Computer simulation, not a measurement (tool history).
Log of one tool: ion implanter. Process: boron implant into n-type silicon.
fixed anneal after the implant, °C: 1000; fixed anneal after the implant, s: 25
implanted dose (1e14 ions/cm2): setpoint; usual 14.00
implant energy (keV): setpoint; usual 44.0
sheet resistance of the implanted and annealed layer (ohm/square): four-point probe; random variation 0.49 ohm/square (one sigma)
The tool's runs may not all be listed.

| run | day | implanted dose (1e14 ions/cm2) | implant energy (keV) | wafers since the last listed run | hours since the last dose calibration | hours since the extraction supply was calibrated | hours since the gauge calibration | read-back reference wafer on the same gauge, sheet resistance | sheet resistance of the implanted and annealed layer (ohm/square) |
|---|---|---|---|---|---|---|---|---|---|
| 1 | 0.000 | 14.00 | 44.0 | 0 | 910.6 | 3799.5 | 120.9 | 66.87 | 81.40 |
| 2 | 3.038 | 14.00 | 44.0 | 1130 | 983.5 | 3872.4 | 193.8 | 66.46 | 81.95 |
| 3 | 4.821 | 14.00 | 44.0 | 663 | 1026.3 | 3915.2 | 236.6 | 66.33 | 81.61 |
| 4 | 7.771 | 14.00 | 35.5 | 1097 | 1097.1 | 3986.0 | 307.4 | 66.12 | 81.48 |
| 5 | 11.921 | 14.00 | 35.5 | 1543 | 1196.7 | 4085.6 | 407.0 | 65.99 | 82.50 |
| 6 | 14.338 | 14.00 | 35.5 | 899 | 1254.7 | 4143.6 | 465.0 | 65.90 | 81.73 |
| 7 | 18.525 | 14.00 | 44.0 | 1557 | 1355.2 | 4244.1 | 565.5 | 65.70 | 80.44 |
|  | 20.350 | extraction supply calibrated |
| 8 | 22.271 | 14.00 | 44.0 | 1269 | 1445.1 | 46.1 | 655.4 | 65.73 | 80.67 |
| 9 | 24.804 | 14.00 | 44.0 | 942 | 1505.9 | 106.9 | 716.2 | 65.65 | 79.98 |
|  | 26.317 | gauge calibrated |
| 10 | 27.483 | 14.00 | 44.0 | 996 | 1570.2 | 171.2 | 28.0 | 67.53 | 83.39 |
| 11 | 29.067 | 11.90 | 57.0 | 589 | 1608.2 | 209.2 | 66.0 | 67.23 | 93.64 |
| 12 | 31.262 | 17.99 | 48.5 | 816 | 1660.9 | 261.9 | 118.7 | 67.05 | 66.97 |
| 13 | 35.362 | 12.91 | 55.0 | 1525 | 1759.3 | 360.3 | 217.1 | 66.56 | 85.69 |
|  | 37.450 | Faraday cup replaced and dose calibrated |
| 14 | 37.471 | 16.28 | 44.0 | 660 | 0.5 | 410.9 | 267.7 | 66.42 | 72.41 |
| 15 | 39.417 | 15.40 | 56.0 | 723 | 47.2 | 457.6 | 314.4 | 66.31 | 74.46 |
| 16 | 43.433 | 11.94 | 39.5 | 1494 | 143.6 | 554.0 | 410.8 | 66.05 | 92.49 |
| 17 | 47.908 | 14.00 | 44.0 | 1664 | 251.0 | 661.4 | 518.2 | 65.93 | 80.79 |
| 18 | 49.742 | 14.00 | 44.0 | 682 | 295.0 | 705.4 | 562.2 | 65.90 | 81.75 |
| 19 | 52.892 | 16.62 | 38.0 | 1171 | 370.6 | 781.0 | 637.8 | 65.78 | 71.14 |

The same runs without the tool's hidden state, with the same run-to-run variation:
The hidden state here: deviation of the true dose from the Faraday cup's reading, %; deviation of the true energy from its setpoint, %; gauge reads high (%).
| run | sheet resistance of the implanted and annealed layer (ohm/square) |
|---|---|
| 1 | 82.28 |
| 2 | 83.26 |
| 3 | 83.12 |
| 4 | 83.25 |
| 5 | 84.57 |
| 6 | 83.89 |
| 7 | 82.72 |
| 8 | 83.05 |
| 9 | 82.38 |
| 10 | 83.41 |
| 11 | 94.03 |
| 12 | 67.57 |
| 13 | 87.03 |
| 14 | 73.73 |
| 15 | 75.97 |
| 16 | 94.65 |
| 17 | 82.86 |
| 18 | 83.92 |
| 19 | 73.09 |

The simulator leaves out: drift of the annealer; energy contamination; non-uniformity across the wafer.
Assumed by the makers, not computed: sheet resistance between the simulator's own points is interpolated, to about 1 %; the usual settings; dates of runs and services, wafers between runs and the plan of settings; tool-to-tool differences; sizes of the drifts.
